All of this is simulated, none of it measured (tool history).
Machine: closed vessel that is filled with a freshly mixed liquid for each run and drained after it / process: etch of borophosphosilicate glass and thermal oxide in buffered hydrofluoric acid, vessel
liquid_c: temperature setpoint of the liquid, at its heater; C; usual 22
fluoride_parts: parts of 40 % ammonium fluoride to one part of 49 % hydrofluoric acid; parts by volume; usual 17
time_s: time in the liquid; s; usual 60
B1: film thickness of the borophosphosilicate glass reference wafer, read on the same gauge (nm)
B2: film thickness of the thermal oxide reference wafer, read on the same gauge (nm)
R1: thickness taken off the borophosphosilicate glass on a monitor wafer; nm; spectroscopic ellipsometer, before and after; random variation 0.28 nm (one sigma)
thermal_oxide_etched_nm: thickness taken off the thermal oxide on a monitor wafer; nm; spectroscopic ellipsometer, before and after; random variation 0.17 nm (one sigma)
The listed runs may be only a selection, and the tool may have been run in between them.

Run 1, hour 0: usual settings; B1 149.74; B2 129.73. Result: R1 53.04 nm, thermal_oxide_etched_nm 38.02 nm.
Run 2, hour 16.5: usual settings but fluoride_parts 15 parts by volume; B1 149.74; B2 129.75. Result: R1 60.36 nm, thermal_oxide_etched_nm 43.13 nm.
Run 3, hour 38.1: usual settings but fluoride_parts 15 parts by volume; B1 149.71; B2 129.78. Result: R1 59.36 nm, thermal_oxide_etched_nm 43.06 nm.
Run 4, hour 56: usual settings but fluoride_parts 15 parts by volume; B1 149.7; B2 129.7. Result: R1 59.11 nm, thermal_oxide_etched_nm 43.2 nm.
Run 5, hour 86: usual settings; B1 149.63; B2 129.66. Result: R1 52.77 nm, thermal_oxide_etched_nm 37.7 nm.
Run 6, hour 133.4: usual settings; B1 149.5; B2 129.52. Result: R1 52.82 nm, thermal_oxide_etched_nm 37.86 nm.
Run 7, hour 149.9: usual settings but fluoride_parts 20 parts by volume, time_s 35 s; B1 149.43; B2 129.59. Result: R1 26.16 nm, thermal_oxide_etched_nm 18.9 nm.
Run 8, hour 180.8: usual settings but fluoride_parts 21 parts by volume; B1 149.33; B2 129.41. Result: R1 43.23 nm, thermal_oxide_etched_nm 31.43 nm.
Run 9, hour 206.2: usual settings but time_s 45 s; B1 149.18; B2 129.3. Result: R1 39.37 nm, thermal_oxide_etched_nm 28.11 nm.
Run 10, hour 234.4: usual settings; B1 149.03; B2 129.17. Result: R1 52.58 nm, thermal_oxide_etched_nm 37.98 nm.
Run 11, hour 258.9: usual settings but liquid_c 18 C, fluoride_parts 23.5 parts by volume; B1 148.86; B2 128.98. Result: R1 32.13 nm, thermal_oxide_etched_nm 23.11 nm.
Run 12, hour 270.9: usual settings but time_s 70 s; B1 148.78; B2 129.02. Result: R1 61.03 nm, thermal_oxide_etched_nm 44.05 nm.
At hour 282.4: thermometer replaced.
Run 13, hour 287.9: usual settings; B1 148.66; B2 128.83. Result: R1 51.72 nm, thermal_oxide_etched_nm 37.6 nm.
At hour 338.7: hydrofluoric acid flow meter replaced.
Run 14, hour 392.4: usual settings but fluoride_parts 11 parts by volume; B1 147.74; B2 128.07. Result: R1 79.58 nm, thermal_oxide_etched_nm 57.19 nm.
Run 15, hour 421.9: usual settings but liquid_c 17.5 C, time_s 50 s; B1 147.42; B2 127.75. Result: R1 33.58 nm, thermal_oxide_etched_nm 24.36 nm.
Run 16, hour 442.8: usual settings but liquid_c 19 C; B1 147.21; B2 127.54. Result: R1 43.73 nm, thermal_oxide_etched_nm 31.57 nm.
Run 17, hour 471.7: usual settings but time_s 80 s; B1 146.86; B2 127.31. Result: R1 68.79 nm, thermal_oxide_etched_nm 49.82 nm.
At hour 473.9: gauge calibrated.
Run 18, hour 500.2: usual settings; B1 149.81; B2 129.85. Result: R1 52.39 nm, thermal_oxide_etched_nm 38.09 nm.
Run 19, hour 520.6: usual settings; B1 149.81; B2 129.84. Result: R1 52.7 nm, thermal_oxide_etched_nm 38.32 nm.
Run 20, hour 533.4: usual settings but liquid_c 26.5 C, fluoride_parts 23 parts by volume, time_s 35 s; B1 149.79; B2 129.79. Result: R1 30.4 nm, thermal_oxide_etched_nm 21.87 nm.
Run 21, hour 563.5: usual settings but liquid_c 17.5 C, fluoride_parts 14.5 parts by volume, time_s 80 s; B1 149.74; B2 129.79. Result: R1 63.66 nm, thermal_oxide_etched_nm 46.24 nm.
Run 22, hour 583.7: usual settings but liquid_c 17 C, fluoride_parts 13 parts by volume, time_s 35 s; B1 149.67; B2 129.7. Result: R1 30.61 nm, thermal_oxide_etched_nm 21.84 nm.
Run 23, hour 604.6: usual settings but liquid_c 19.5 C, fluoride_parts 23.5 parts by volume, time_s 45 s; B1 149.6; B2 129.67. Result: R1 26.07 nm, thermal_oxide_etched_nm 19.05 nm.
Run 24, hour 623.3: usual settings; B1 149.54; B2 129.61. Result: R1 52.51 nm, thermal_oxide_etched_nm 38.21 nm.
Run 25, hour 641.4: usual settings but liquid_c 17 C, fluoride_parts 20.5 parts by volume, time_s 45 s; B1 149.48; B2 129.59. Result: R1 24.66 nm, thermal_oxide_etched_nm 17.91 nm.

4 ways to go on from here, each from the tool as it stands after run 25. What would each give?
Run A, hour 642.1: usual settings but time_s 85 s; B1 ?; B2 ?. Result: R1 ?, thermal_oxide_etched_nm ?.
Run B, hour 642.1: usual settings but liquid_c 20.5 C, fluoride_parts 12 parts by volume, time_s 35 s; B1 ?; B2 ?. Result: R1 ?, thermal_oxide_etched_nm ?.
Run C, hour 642.1: usual settings but liquid_c 20 C, fluoride_parts 21 parts by volume, time_s 30 s; B1 ?; B2 ?. Result: R1 ?, thermal_oxide_etched_nm ?.
Run D, hour 642.1: usual settings but liquid_c 24 C, fluoride_parts 21 parts by volume, time_s 30 s; B1 ?; B2 ?. Result: R1 ?, thermal_oxide_etched_nm ?.

run      B1      B2     R1  thermal_oxide_etched_nm
  A  149.45  129.57  74.97                    54.06
  B  149.45  129.57  40.09                    28.83
  C  149.45  129.57   19.5                    14.06
  D  149.45  129.57  24.29                    17.55
Stripped of hidden state, with their random variation kept, the same runs would have yielded:
run     R1  thermal_oxide_etched_nm
  A  75.23                    54.25
  B  40.23                    28.93
  C  19.57                    14.11
  D  24.38                    17.61
